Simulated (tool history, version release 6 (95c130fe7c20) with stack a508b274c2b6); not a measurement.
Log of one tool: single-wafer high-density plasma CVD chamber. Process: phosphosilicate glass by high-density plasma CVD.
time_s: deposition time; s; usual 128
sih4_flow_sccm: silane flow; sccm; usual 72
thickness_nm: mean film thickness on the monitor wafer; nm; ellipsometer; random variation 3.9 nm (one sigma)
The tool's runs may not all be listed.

run,hour,time_s,sih4_flow_sccm,"read-back reference wafer on the same gauge, thickness_nm",thickness_nm
1,0,128,72,1045.217,919.55
2,35.7,128,72,1042.298,921.907
3,69.2,128,81,1042.566,1002.927
4,126.3,128,81,1040.189,1005.69
5,196,128,81,1041.766,1003.094
6,267.8,128,72,1040.085,920.287
7,335.4,128,72,1038.107,909.401
8,397.1,109,77,1035.783,820.097
9,463.7,109,77,1033.86,819.334
10,534,109,77,1033.342,810.791
11,574.8,141,72,1030.909,1001.105
12,601.5,141,72,1029.043,1004.465
13,657.2,128,72,1027.075,903.884
14,699.1,128,72,1026.505,907.462
15,742.2,128,77,1024.551,945.135
16,794.3,128,72,1019.813,904.155
17,835.3,152,63,1019.547,971.206
18,885.4,128,72,1015.055,899.81
# hour 907.6: silane flow controller replaced
19,924.5,128,67,1015.033,846.673
20,961.3,112,64,1012.834,716.801
21,1020.2,143,61,1010.016,879.436
# hour 1033.3: gauge calibrated
22,1066.1,121,84,1047.446,983.109
23,1096,104,67,1045.74,713.428
24,1136.4,143,61,1046.176,913.456
25,1163.1,128,72,1047.675,921.257
26,1216.2,137,72,1047.227,985.46
27,1251.4,106,79,1042.591,809.826
28,1296.5,128,72,1043.11,922.303

The same runs without the tool's hidden state, with the same run-to-run variation:
The hidden state here: delivered silane flow above the setpoint (%); gauge reads high (%).
run,thickness_nm
1,922.934
2,925.526
3,1007.155
4,1010.564
5,1008.96
6,926.864
7,917.241
8,828.446
9,829.243
10,822.449
11,1016.952
12,1021.37
13,921.098
14,926.362
15,966.653
16,926.99
17,997.746
18,926.799
19,873.919
20,741.405
21,912.795
22,984.149
23,714.235
24,914.648
25,922.607
26,987.328
27,811.657
28,924.908

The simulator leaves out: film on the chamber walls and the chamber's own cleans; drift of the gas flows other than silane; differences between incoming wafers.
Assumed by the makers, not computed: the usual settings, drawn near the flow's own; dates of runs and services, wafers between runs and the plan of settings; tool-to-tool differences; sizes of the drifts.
